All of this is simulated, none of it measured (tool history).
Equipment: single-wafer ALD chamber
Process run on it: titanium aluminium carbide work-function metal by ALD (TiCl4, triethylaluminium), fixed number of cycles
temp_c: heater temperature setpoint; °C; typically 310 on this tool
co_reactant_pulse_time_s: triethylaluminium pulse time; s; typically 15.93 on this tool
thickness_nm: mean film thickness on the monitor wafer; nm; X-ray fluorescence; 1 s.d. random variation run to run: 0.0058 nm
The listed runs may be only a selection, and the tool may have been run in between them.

run,day,temp_c,co_reactant_pulse_time_s,"read-back reference wafer on the same gauge, thickness_nm",thickness_nm
1,0,310,15.93,2,2.315
2,0.258,310,15.93,2,2.325
3,0.642,310,20.61,1.999,2.325
4,1.379,310,20.61,2.001,2.326
5,1.879,310,20.61,2,2.333
6,2.579,310,17.75,2,2.32
7,3.996,310,17.75,2.002,2.331
8,4.7,310,17.75,2.001,2.325
9,5.071,310,15.93,1.999,2.328
10,5.692,310,15.93,2.001,2.321
11,5.942,310,15.93,2,2.326
12,6.512,310,15.93,2,2.313
13,6.962,310,15.93,2,2.326
# day 7.446: showerhead replaced
14,7.467,310,15.93,1.998,2.331
15,7.938,310,15.93,2,2.327
16,8.421,318,20.23,2.002,2.422
17,8.917,310,15.93,1.998,2.323
18,9.375,321,18.03,2.001,2.445
# day 9.996: triethylaluminium bottle replaced
19,10.017,298,12.19,2,2.179
20,10.617,310,15.93,2,2.319
# day 10.642: gauge calibrated
# day 11.45: thermocouple changed; heater temperature recalibrated
21,11.471,310,17.92,2.001,2.332
22,11.775,315,17.84,1.999,2.376
23,12.492,306,12.83,2,2.27
24,12.842,302,21.57,1.999,2.243
25,13.458,310,15.93,1.999,2.318
26,14.162,314,9.91,1.999,2.331
27,14.796,310,21.41,1.999,2.328
28,15.154,297,20.79,2.001,2.188
29,15.842,295,18.48,1.999,2.152
30,16.192,315,15.93,2.001,2.37
31,16.462,310,13.46,1.999,2.314
32,17.208,324,17.73,1.998,2.478
33,17.542,295,15.93,2.001,2.165
34,17.808,310,20.61,1.999,2.328

What the log doesn't show, run by run:
wafer temperature above the value expected at the setpoint (K): 0 across all the runs
triethylaluminium dose above that of a fresh bottle (%): 0 across all the runs
gauge reads high (%): 0 across all the runs
